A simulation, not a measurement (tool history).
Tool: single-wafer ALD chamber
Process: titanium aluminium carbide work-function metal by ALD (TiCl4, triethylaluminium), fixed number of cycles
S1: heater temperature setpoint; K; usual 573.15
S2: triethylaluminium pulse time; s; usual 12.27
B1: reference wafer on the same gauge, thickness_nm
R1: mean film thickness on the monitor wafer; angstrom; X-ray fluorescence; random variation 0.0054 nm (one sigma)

Run 1, hour 0: usual settings; B1 2.143. Result: R1 19.14 angstrom.
Run 2, hour 10.7: usual settings; B1 2.138. Result: R1 19.11 angstrom.
Run 3, hour 17.7: usual settings; B1 2.138. Result: R1 19.18 angstrom.
Run 4, hour 30.2: usual settings; B1 2.138. Result: R1 19.2 angstrom.
Run 5, hour 44.8: usual settings but S2 15.43 s; B1 2.141. Result: R1 19.35 angstrom.
At hour 82.7: thermocouple changed; heater temperature recalibrated.
Run 6, hour 92.2: usual settings; B1 2.14. Result: R1 19.09 angstrom.
Run 7, hour 101.1: usual settings; B1 2.139. Result: R1 19.27 angstrom.
Run 8, hour 115: usual settings; B1 2.14. Result: R1 19.13 angstrom.
Run 9, hour 125.3: usual settings; B1 2.141. Result: R1 19.13 angstrom.
At hour 134.8: triethylaluminium bottle replaced.
Run 10, hour 135.3: usual settings; B1 2.138. Result: R1 19.15 angstrom.
Run 11, hour 141.4: usual settings but S2 10.43 s; B1 2.14. Result: R1 18.92 angstrom.
At hour 145: gauge calibrated.
Run 12, hour 159.4: usual settings; B1 2.14. Result: R1 19.23 angstrom.
At hour 169.1: showerhead replaced.
Run 13, hour 170.8: usual settings but S1 560.15 K; B1 2.139. Result: R1 18.19 angstrom.
Run 14, hour 180.8: usual settings; B1 2.14. Result: R1 19.08 angstrom.
Run 15, hour 189.8: usual settings; B1 2.139. Result: R1 19.06 angstrom.
Run 16, hour 204.4: usual settings but S1 567.15 K, S2 15.19 s; B1 2.141. Result: R1 18.92 angstrom.
Run 17, hour 212.7: usual settings but S1 584.15 K, S2 15.02 s; B1 2.139. Result: R1 20.1 angstrom.
Run 18, hour 225.5: usual settings but S1 559.15 K, S2 8.29 s; B1 2.141. Result: R1 17.2 angstrom.
Run 19, hour 240.6: usual settings; B1 2.14. Result: R1 19.2 angstrom.
Run 20, hour 253.1: usual settings but S1 579.15 K, S2 14.74 s; B1 2.14. Result: R1 19.8 angstrom.
Run 21, hour 260.3: usual settings but S2 8.39 s; B1 2.139. Result: R1 18.12 angstrom.
Run 22, hour 274.2: usual settings but S1 583.15 K, S2 16.24 s; B1 2.14. Result: R1 20.14 angstrom.

3 ways to go on from here, each from the tool as it stands after run 22. What would each give?
Run A, hour 274.6: usual settings; B1 ?. Result: R1 ?.
Run B, hour 274.6: usual settings but S1 587.15 K, S2 16.12 s; B1 ?. Result: R1 ?.
Run C, hour 274.6: usual settings but S1 558.15 K, S2 13.65 s; B1 ?. Result: R1 ?.

run    B1     R1
  A  2.14  19.06
  B  2.14  20.31
  C  2.14  18.08
Without the tool's hidden state the same runs would have given:
run     R1
  A  19.06
  B  20.31
  C  18.08

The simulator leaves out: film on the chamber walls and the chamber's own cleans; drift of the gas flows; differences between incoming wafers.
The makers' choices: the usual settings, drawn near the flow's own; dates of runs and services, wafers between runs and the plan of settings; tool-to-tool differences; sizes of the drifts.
